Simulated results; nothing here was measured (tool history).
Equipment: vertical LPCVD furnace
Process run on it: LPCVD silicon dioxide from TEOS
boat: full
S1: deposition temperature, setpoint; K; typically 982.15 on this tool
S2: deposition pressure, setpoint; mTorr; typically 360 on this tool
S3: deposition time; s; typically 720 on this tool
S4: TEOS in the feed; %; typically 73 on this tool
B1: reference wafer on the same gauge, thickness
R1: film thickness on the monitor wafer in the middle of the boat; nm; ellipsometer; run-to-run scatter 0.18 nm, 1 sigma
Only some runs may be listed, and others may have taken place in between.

run,day,S1,S2,S3,S4,B1,R1
1,0,982.15,360,720,73,102.94,108.08
2,1.338,982.15,360,720,73,103.04,108.2
3,2.062,982.15,360,720,73,103.06,108.39
4,3.188,982.15,360,720,68,103.04,104.9
# day 4.271: thermocouples replaced and temperature profile calibrated
5,4.292,982.15,360,720,68,103.05,99.47
6,4.458,982.15,360,720,68,102.95,99.37
7,5.65,982.15,360,720,73,102.97,103.04
8,6.938,982.15,320,720,79,103.12,101.36
9,8.188,982.15,360,720,69,102.97,100.16
10,9.346,982.15,360,720,69,103.01,100.45
# day 10.875: pressure gauge zeroed
11,10.896,982.15,360,720,69,102.98,98.99
12,11.308,982.15,360,720,73,103.02,101.9
13,11.871,982.15,360,720,73,103.02,102.34
14,13.071,982.15,320,840,73,103.11,112.2
15,14.183,990.15,360,510,68,102.96,83.56
16,15.133,971.15,360,450,73,103.12,49.46
# day 16.483: TEOS flow controller replaced
17,16.504,982.15,360,720,73,103,101.86
# day 16.658: gauge calibrated
18,17.283,982.15,360,630,87,102.99,97.45
19,18.429,982.15,360,720,73,102.9,101.99
20,19.533,979.15,360,720,73,102.92,95.02
21,20.075,990.15,360,570,73,103.01,96.75
22,21.521,982.15,405,720,73,102.99,108.09
23,22.079,993.15,360,720,73,103.03,130.93
24,23.354,976.15,295,870,66,103,92.63
25,24.029,985.15,430,720,69,102.88,116.01
26,25.342,973.15,410,600,87,103.06,80.47
27,26.054,982.15,360,720,73,103.1,101.73
28,27.379,978.15,440,600,67,103.02,82
29,28.117,991.15,440,570,81,102.97,115.34
30,28.638,988.15,305,720,68,103.06,103.85

Below are 5 alternative next runs, each starting from the tool's condition after run 30. Predict each:
A,28.808,982.15,360,720,73,?,?
B,28.808,971.15,360,720,73,?,?
C,28.808,978.15,360,720,73,?,?
D,28.808,973.15,320,930,63,?,?
E,28.808,994.15,295,990,73,?,?

run,B1,R1
A,103.01,102.13
B,103.01,79.23
C,103.01,93.19
D,103.01,93.93
E,103.01,166.66
With no hidden state in the tool, these same runs would have given:
run,R1
A,101.57
B,78.79
C,92.67
D,93.38
E,165.71
